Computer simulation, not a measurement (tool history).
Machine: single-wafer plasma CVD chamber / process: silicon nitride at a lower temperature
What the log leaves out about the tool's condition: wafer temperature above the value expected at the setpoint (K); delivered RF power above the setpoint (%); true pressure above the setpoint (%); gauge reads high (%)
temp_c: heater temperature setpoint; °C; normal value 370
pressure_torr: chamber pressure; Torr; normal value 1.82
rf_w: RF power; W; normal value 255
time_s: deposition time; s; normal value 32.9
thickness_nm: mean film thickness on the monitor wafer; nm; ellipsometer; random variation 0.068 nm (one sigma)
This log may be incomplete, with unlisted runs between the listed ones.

run,hour,temp_c,pressure_torr,rf_w,time_s,wafers since the last listed run,hours since the last thermocouple change,hours since the last RF generator calibration,hours since the last manometer calibration,hours since the showerhead was replaced,hours since the gauge calibration,"read-back reference wafer on the same gauge, thickness_nm",thickness_nm
1,0,370,1.82,255,32.9,0,1913.7,1273.9,628.8,4118.5,18.3,38.009,35.398
2,28.5,370,1.82,255,32.9,476,1942.2,1302.4,657.3,4147,46.8,37.988,35.347
3,41.1,370,1.82,255,32.9,210,1954.8,1315,669.9,4159.6,59.4,38.008,35.342
4,77.1,362,1.82,255,32.9,602,1990.8,1351,705.9,4195.6,95.4,38,35.549
5,100.3,370,1.82,255,32.9,388,2014,1374.2,729.1,4218.8,118.6,37.992,35.37
6,114.5,370,1.82,255,32.9,237,2028.2,1388.4,743.3,4233,132.8,38.005,35.347
# hour 138.2: showerhead replaced
7,140.3,366,2.14,255,32.9,297,2054,1414.2,769.1,2.1,158.6,37.994,37.117
8,163.3,370,1.82,255,32.9,384,2077,1437.2,792.1,25.1,181.6,37.999,35.538
9,179.3,370,1.82,255,32.9,267,2093,1453.2,808.1,41.1,197.6,37.999,35.407
10,213.1,370,1.82,255,30.4,565,2126.8,1487,841.9,74.9,231.4,38.005,32.76
# hour 231.6: capacitance manometer re-zeroed and calibrated
# hour 231.6: gauge calibrated
11,232.1,356,2.14,240,28.8,184,2145.8,1506,0.5,93.9,0.5,38.005,30.695
12,247.7,370,1.82,280,29.3,261,2161.4,1521.6,16.1,109.5,16.1,38,32.956
# hour 274.7: RF generator calibrated
13,276.2,384,2.21,280,32.9,343,2189.9,1.5,44.6,138,44.6,38.011,40.741

Run 14 has not been measured yet. What should we expect?
# hour 286.1: thermocouple changed; heater temperature recalibrated
14,306.5,370,2.21,255,32.9,373,20.4,31.8,74.9,168.3,74.9,?,?

read-back reference wafer on the same gauge, thickness_nm: 38.012
thickness_nm: 38.389 nm
With no hidden state in the tool, this same run would have given thickness_nm 38.656 nm.

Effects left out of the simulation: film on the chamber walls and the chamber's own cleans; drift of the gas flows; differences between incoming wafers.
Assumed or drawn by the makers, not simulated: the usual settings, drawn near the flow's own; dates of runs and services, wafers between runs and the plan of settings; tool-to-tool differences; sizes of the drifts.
